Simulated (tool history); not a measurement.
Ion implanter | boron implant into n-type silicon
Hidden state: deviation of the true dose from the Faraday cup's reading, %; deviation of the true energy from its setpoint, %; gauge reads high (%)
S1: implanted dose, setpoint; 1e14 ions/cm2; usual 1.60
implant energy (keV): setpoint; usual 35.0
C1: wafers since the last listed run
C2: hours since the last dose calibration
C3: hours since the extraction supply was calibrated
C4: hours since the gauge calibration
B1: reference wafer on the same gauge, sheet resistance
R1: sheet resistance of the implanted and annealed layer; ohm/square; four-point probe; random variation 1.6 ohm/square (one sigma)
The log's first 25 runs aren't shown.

run 26 hour=694.3 | S1=1.60 implant_energy_(keV)=35.0 | C1=308 C2=306.5 C3=183.7 C4=214.1 | B1=403.05 | R1=474.93
run 27 hour=711.3 | S1=1.37 implant_energy_(keV)=30.5 | C1=276 C2=323.5 C3=200.7 C4=231.1 | B1=402.71 | R1=541.64
run 28 hour=729.7 | S1=1.60 implant_energy_(keV)=35.0 | C1=298 C2=341.9 C3=219.1 C4=249.5 | B1=402.71 | R1=476.03
run 29 hour=756.1 | S1=1.97 implant_energy_(keV)=29.5 | C1=428 C2=368.3 C3=245.5 C4=275.9 | B1=402.84 | R1=415.72
run 30 hour=781.2 | S1=1.96 implant_energy_(keV)=44.5 | C1=407 C2=393.4 C3=270.6 C4=301.0 | B1=402.93 | R1=393.29
run 31 hour=798.3 | S1=1.60 implant_energy_(keV)=35.0 | C1=277 C2=410.5 C3=287.7 C4=318.1 | B1=403.17 | R1=474.74
run 32 hour=819.1 | S1=1.60 implant_energy_(keV)=35.0 | C1=337 C2=431.3 C3=308.5 C4=338.9 | B1=403.14 | R1=473.61
run 33 hour=848.1 | S1=1.99 implant_energy_(keV)=41.0 | C1=471 C2=460.3 C3=337.5 C4=367.9 | B1=402.77 | R1=392.36
run 34 hour=870.9 | S1=1.32 implant_energy_(keV)=43.0 | C1=370 C2=483.1 C3=360.3 C4=390.7 | B1=402.80 | R1=527.03
run 35 hour=892.9 | S1=1.60 implant_energy_(keV)=35.0 | C1=357 C2=505.1 C3=382.3 C4=412.7 | B1=403.11 | R1=472.76
run 36 hour=907.4 | S1=1.96 implant_energy_(keV)=39.5 | C1=235 C2=519.6 C3=396.8 C4=427.2 | B1=403.03 | R1=398.57
run 37 hour=934.9 | S1=1.60 implant_energy_(keV)=40.5 | C1=446 C2=547.1 C3=424.3 C4=454.7 | B1=403.21 | R1=464.05

Forecast each of these 4 alternatives for the next run:
run A hour=935.3 | S1=1.60 implant_energy_(keV)=45.5 | C1=6 C2=547.5 C3=424.7 C4=455.1 | B1=? | R1=?
run B hour=935.3 | S1=1.41 implant_energy_(keV)=44.0 | C1=6 C2=547.5 C3=424.7 C4=455.1 | B1=? | R1=?
run C hour=935.3 | S1=1.86 implant_energy_(keV)=35.0 | C1=6 C2=547.5 C3=424.7 C4=455.1 | B1=? | R1=?
run D hour=935.3 | S1=1.27 implant_energy_(keV)=45.0 | C1=6 C2=547.5 C3=424.7 C4=455.1 | B1=? | R1=?

run=A B1=402.89 R1=452.05
run=B B1=402.89 R1=498.25
run=C B1=402.89 R1=420.10
run=D B1=402.89 R1=535.12
Without the tool's hidden state the same runs would have given:
run=A R1=455.16
run=B R1=501.65
run=C R1=423.12
run=D R1=538.72

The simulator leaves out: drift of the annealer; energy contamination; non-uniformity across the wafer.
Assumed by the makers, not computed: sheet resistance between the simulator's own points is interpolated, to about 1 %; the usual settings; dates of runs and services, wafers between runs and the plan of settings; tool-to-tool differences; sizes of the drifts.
